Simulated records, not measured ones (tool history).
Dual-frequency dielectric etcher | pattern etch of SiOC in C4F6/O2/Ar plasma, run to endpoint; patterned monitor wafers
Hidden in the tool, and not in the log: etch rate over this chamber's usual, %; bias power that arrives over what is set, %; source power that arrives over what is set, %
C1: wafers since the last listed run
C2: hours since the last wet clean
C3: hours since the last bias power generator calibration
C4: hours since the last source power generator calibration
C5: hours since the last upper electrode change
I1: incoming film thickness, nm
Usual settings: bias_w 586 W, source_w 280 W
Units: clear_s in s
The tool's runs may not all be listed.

run 1 hour=0.0 | bias_w=586 source_w=320 | C1=0 C2=374.1 C3=4664.3 C4=2956.5 C5=1394.7 | I1=43.93 | clear_s=17.1
run 2 hour=29.5 | bias_w=586 source_w=320 | C1=319 C2=403.6 C3=4693.8 C4=2986.0 C5=1424.2 | I1=44.24 | clear_s=17.1
run 3 hour=65.9 | bias_w=586 source_w=320 | C1=393 C2=440.0 C3=4730.2 C4=3022.4 C5=1460.6 | I1=44.06 | clear_s=17.2
run 4 hour=94.7 | bias_w=500 source_w=280 | C1=311 C2=468.8 C3=4759.0 C4=3051.2 C5=1489.4 | I1=43.60 | clear_s=18.4
-- hour=175.9 wet clean of the chamber
run 5 hour=176.4 | bias_w=500 source_w=280 | C1=624 C2=0.5 C3=4840.7 C4=3132.9 C5=1571.1 | I1=43.73 | clear_s=18.0
run 6 hour=215.3 | bias_w=500 source_w=280 | C1=420 C2=39.4 C3=4879.6 C4=3171.8 C5=1610.0 | I1=43.67 | clear_s=18.0
run 7 hour=248.9 | bias_w=586 source_w=300 | C1=363 C2=73.0 C3=4913.2 C4=3205.4 C5=1643.6 | I1=43.59 | clear_s=16.8
run 8 hour=300.0 | bias_w=586 source_w=280 | C1=552 C2=124.1 C3=4964.3 C4=3256.5 C5=1694.7 | I1=43.78 | clear_s=17.4
run 9 hour=346.3 | bias_w=586 source_w=280 | C1=501 C2=170.4 C3=5010.6 C4=3302.8 C5=1741.0 | I1=43.77 | clear_s=17.5
run 10 hour=382.7 | bias_w=586 source_w=280 | C1=393 C2=206.8 C3=5047.0 C4=3339.2 C5=1777.4 | I1=43.87 | clear_s=17.7
run 11 hour=450.2 | bias_w=586 source_w=280 | C1=730 C2=274.3 C3=5114.5 C4=3406.7 C5=1844.9 | I1=43.98 | clear_s=17.8
run 12 hour=485.2 | bias_w=586 source_w=280 | C1=378 C2=309.3 C3=5149.5 C4=3441.7 C5=1879.9 | I1=43.98 | clear_s=17.8
run 13 hour=519.6 | bias_w=586 source_w=320 | C1=372 C2=343.7 C3=5183.9 C4=3476.1 C5=1914.3 | I1=44.21 | clear_s=17.3
run 14 hour=557.3 | bias_w=586 source_w=280 | C1=407 C2=381.4 C3=5221.6 C4=3513.8 C5=1952.0 | I1=44.09 | clear_s=18.0
-- hour=608.3 upper electrode replaced
run 15 hour=608.8 | bias_w=501 source_w=230 | C1=297 C2=432.9 C3=5273.1 C4=3565.3 C5=0.5 | I1=43.43 | clear_s=19.5
-- hour=626.7 bias power generator calibrated
-- hour=669.4 source power generator calibrated
-- hour=688.1 wet clean of the chamber
run 16 hour=688.6 | bias_w=476 source_w=250 | C1=575 C2=0.5 C3=61.9 C4=19.2 C5=80.3 | I1=43.49 | clear_s=18.8
run 17 hour=698.8 | bias_w=495 source_w=280 | C1=110 C2=10.7 C3=72.1 C4=29.4 C5=90.5 | I1=44.14 | clear_s=18.1
run 18 hour=723.0 | bias_w=586 source_w=250 | C1=261 C2=34.9 C3=96.3 C4=53.6 C5=114.7 | I1=43.90 | clear_s=17.8
run 19 hour=761.8 | bias_w=457 source_w=350 | C1=419 C2=73.7 C3=135.1 C4=92.4 C5=153.5 | I1=44.15 | clear_s=17.5
run 20 hour=818.4 | bias_w=715 source_w=280 | C1=612 C2=130.3 C3=191.7 C4=149.0 C5=210.1 | I1=44.03 | clear_s=16.7
run 21 hour=862.5 | bias_w=586 source_w=280 | C1=477 C2=174.4 C3=235.8 C4=193.1 C5=254.2 | I1=44.50 | clear_s=17.7
run 22 hour=906.7 | bias_w=635 source_w=280 | C1=478 C2=218.6 C3=280.0 C4=237.3 C5=298.4 | I1=44.01 | clear_s=17.2
run 23 hour=946.5 | bias_w=461 source_w=210 | C1=430 C2=258.4 C3=319.8 C4=277.1 C5=338.2 | I1=44.21 | clear_s=20.5
run 24 hour=993.4 | bias_w=495 source_w=340 | C1=507 C2=305.3 C3=366.7 C4=324.0 C5=385.1 | I1=43.76 | clear_s=17.6
run 25 hour=1025.7 | bias_w=524 source_w=280 | C1=349 C2=337.6 C3=399.0 C4=356.3 C5=417.4 | I1=44.32 | clear_s=18.5

5 ways to go on from here, each from the tool as it stands after run 25. What would each give?
run A hour=1026.1 | bias_w=586 source_w=280 | C1=4 C2=338.0 C3=399.4 C4=356.7 C5=417.8 | I1=44.33 | clear_s=?
run B hour=1026.1 | bias_w=536 source_w=220 | C1=4 C2=338.0 C3=399.4 C4=356.7 C5=417.8 | I1=44.33 | clear_s=?
run C hour=1026.1 | bias_w=721 source_w=280 | C1=4 C2=338.0 C3=399.4 C4=356.7 C5=417.8 | I1=44.33 | clear_s=?
run D hour=1026.1 | bias_w=586 source_w=240 | C1=4 C2=338.0 C3=399.4 C4=356.7 C5=417.8 | I1=44.33 | clear_s=?
run E hour=1026.1 | bias_w=682 source_w=280 | C1=4 C2=338.0 C3=399.4 C4=356.7 C5=417.8 | I1=44.33 | clear_s=?

run=A clear_s=17.9
run=B clear_s=19.6
run=C clear_s=16.9
run=D clear_s=18.7
run=E clear_s=17.2
Without the tool's hidden state the same runs would have given:
run=A clear_s=17.4
run=B clear_s=19.0
run=C clear_s=16.4
run=D clear_s=18.2
run=E clear_s=16.7
